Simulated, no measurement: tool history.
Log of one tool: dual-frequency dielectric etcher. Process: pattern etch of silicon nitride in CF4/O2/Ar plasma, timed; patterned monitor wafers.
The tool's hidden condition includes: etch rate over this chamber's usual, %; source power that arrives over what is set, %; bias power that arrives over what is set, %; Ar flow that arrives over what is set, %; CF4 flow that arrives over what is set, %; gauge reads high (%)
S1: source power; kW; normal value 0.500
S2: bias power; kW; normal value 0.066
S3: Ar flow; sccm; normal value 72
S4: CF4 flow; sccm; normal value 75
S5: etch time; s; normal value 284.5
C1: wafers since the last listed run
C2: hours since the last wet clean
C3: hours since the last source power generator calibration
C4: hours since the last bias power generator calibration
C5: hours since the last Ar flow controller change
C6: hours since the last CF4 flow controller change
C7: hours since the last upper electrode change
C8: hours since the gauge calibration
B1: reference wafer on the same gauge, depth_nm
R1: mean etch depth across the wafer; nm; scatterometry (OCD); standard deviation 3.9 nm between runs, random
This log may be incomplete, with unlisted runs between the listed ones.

Run 1, day 0.000: usual settings but S5 334.0 s; C1 0; C2 38.9; C3 2160.7; C4 4391.6; C5 4842.7; C6 5918.4; C7 2759.5; C8 798.0; B1 607.8. Result: R1 703.3 nm.
Run 2, day 3.650: usual settings but S5 334.0 s; C1 487; C2 126.5; C3 2248.3; C4 4479.2; C5 4930.3; C6 6006.0; C7 2847.1; C8 885.6; B1 606.4. Result: R1 709.8 nm.
Run 3, day 7.179: usual settings; C1 471; C2 211.2; C3 2333.0; C4 4563.9; C5 5015.0; C6 6090.7; C7 2931.8; C8 970.3; B1 605.9. Result: R1 607.8 nm.
At day 10.054: upper electrode replaced.
Run 4, day 10.075: usual settings; C1 253; C2 280.7; C3 2402.5; C4 4633.4; C5 5084.5; C6 6160.2; C7 0.5; C8 1039.8; B1 606.5. Result: R1 600.0 nm.
At day 11.533: CF4 flow controller replaced.
Run 5, day 11.554: usual settings; C1 164; C2 316.2; C3 2438.0; C4 4668.9; C5 5120.0; C6 0.5; C7 36.0; C8 1075.3; B1 606.8. Result: R1 608.7 nm.
Run 6, day 13.088: usual settings but S4 81 sccm; C1 204; C2 353.0; C3 2474.8; C4 4705.7; C5 5156.8; C6 37.3; C7 72.8; C8 1112.1; B1 606.6. Result: R1 613.4 nm.
At day 14.696: Ar flow controller replaced.
Run 7, day 15.221: usual settings; C1 251; C2 404.2; C3 2526.0; C4 4756.9; C5 12.6; C6 88.5; C7 124.0; C8 1163.3; B1 607.3. Result: R1 615.4 nm.
At day 17.504: wet clean of the chamber.
Run 8, day 18.996: usual settings; C1 370; C2 35.8; C3 2616.6; C4 4847.5; C5 103.2; C6 179.1; C7 214.6; C8 1253.9; B1 606.6. Result: R1 591.0 nm.
Run 9, day 21.958: usual settings but S1 0.390 kW, S2 0.059 kW; C1 395; C2 106.9; C3 2687.7; C4 4918.6; C5 174.3; C6 250.2; C7 285.7; C8 1325.0; B1 606.0. Result: R1 424.1 nm.
At day 22.992: source power generator calibrated.
At day 24.300: gauge calibrated.
Run 10, day 26.050: usual settings; C1 523; C2 205.1; C3 73.4; C4 5016.8; C5 272.5; C6 348.4; C7 383.9; C8 42.0; B1 604.7. Result: R1 595.0 nm.
At day 27.083: bias power generator calibrated.
Run 11, day 27.721: usual settings but S3 57 sccm, S5 235.0 s; C1 200; C2 245.2; C3 113.5; C4 15.3; C5 312.6; C6 388.5; C7 424.0; C8 82.1; B1 606.3. Result: R1 511.1 nm.
Run 12, day 29.933: usual settings but S1 0.580 kW, S4 65 sccm, S5 321.5 s; C1 295; C2 298.3; C3 166.6; C4 68.4; C5 365.7; C6 441.6; C7 477.1; C8 135.2; B1 605.3. Result: R1 774.8 nm.
Run 13, day 31.442: usual settings; C1 201; C2 334.5; C3 202.8; C4 104.6; C5 401.9; C6 477.8; C7 513.3; C8 171.4; B1 606.4. Result: R1 608.9 nm.
Run 14, day 35.854: usual settings but S2 0.082 kW, S3 61 sccm; C1 588; C2 440.4; C3 308.7; C4 210.5; C5 507.8; C6 583.7; C7 619.2; C8 277.3; B1 605.2. Result: R1 704.3 nm.
At day 38.450: wet clean of the chamber.
Run 15, day 38.471: usual settings but S3 65 sccm; C1 215; C2 0.5; C3 371.5; C4 273.3; C5 570.6; C6 646.5; C7 682.0; C8 340.1; B1 606.2. Result: R1 602.7 nm.
Run 16, day 40.979: usual settings but S2 0.050 kW, S3 87 sccm; C1 334; C2 60.7; C3 431.7; C4 333.5; C5 630.8; C6 706.7; C7 742.2; C8 400.3; B1 606.7. Result: R1 483.5 nm.
Run 17, day 44.033: usual settings but S2 0.059 kW; C1 407; C2 134.0; C3 505.0; C4 406.8; C5 704.1; C6 780.0; C7 815.5; C8 473.6; B1 605.8. Result: R1 560.4 nm.
Run 18, day 46.767: usual settings but S1 0.460 kW, S2 0.073 kW; C1 364; C2 199.6; C3 570.6; C4 472.4; C5 769.7; C6 845.6; C7 881.1; C8 539.2; B1 606.9. Result: R1 589.4 nm.
Run 19, day 49.633: usual settings but S1 0.450 kW, S3 55 sccm, S5 364.5 s; C1 382; C2 268.4; C3 639.4; C4 541.2; C5 838.5; C6 914.4; C7 949.9; C8 608.0; B1 606.3. Result: R1 711.5 nm.
Run 20, day 53.325: usual settings but S2 0.053 kW; C1 492; C2 357.0; C3 728.0; C4 629.8; C5 927.1; C6 1003.0; C7 1038.5; C8 696.6; B1 606.2. Result: R1 528.6 nm.

What differs in the tool's unlogged condition from the final listed run ahead of each entry between runs to the first listed run following it?
Runs 3 to 4: upper electrode replaced (day 10.054)
  etch rate over this chamber's usual, %: 1.24 -> 1.66
  measured value less the no-hidden-state value, R1: +7.4 -> +9.8 nm
Runs 4 to 5: CF4 flow controller replaced (day 11.533)
  etch rate over this chamber's usual, %: 1.66 -> 1.88
  measured value less the no-hidden-state value, R1: +9.8 -> +11.2 nm
Runs 6 to 7: Ar flow controller replaced (day 14.696)
  etch rate over this chamber's usual, %: 2.1 -> 2.4
  measured value less the no-hidden-state value, R1: +12.6 -> +14.4 nm
Runs 7 to 8: wet clean of the chamber (day 17.504)
  etch rate over this chamber's usual, %: 2.4 -> -0.395
  measured value less the no-hidden-state value, R1: +14.4 -> -2.3 nm
Runs 9 to 10: source power generator calibrated (day 22.992); gauge calibrated (day 24.300)
  etch rate over this chamber's usual, %: 0.033 -> 0.624
  measured value less the no-hidden-state value, R1: +0.1 -> +3.7 nm
Runs 10 to 11: bias power generator calibrated (day 27.083)
  etch rate over this chamber's usual, %: 0.624 -> 0.865
  measured value less the no-hidden-state value, R1: +3.7 -> +4.4 nm
Runs 14 to 15: wet clean of the chamber (day 38.450)
  etch rate over this chamber's usual, %: 2.04 -> -0.34
  measured value less the no-hidden-state value, R1: +14.1 -> -2.0 nm
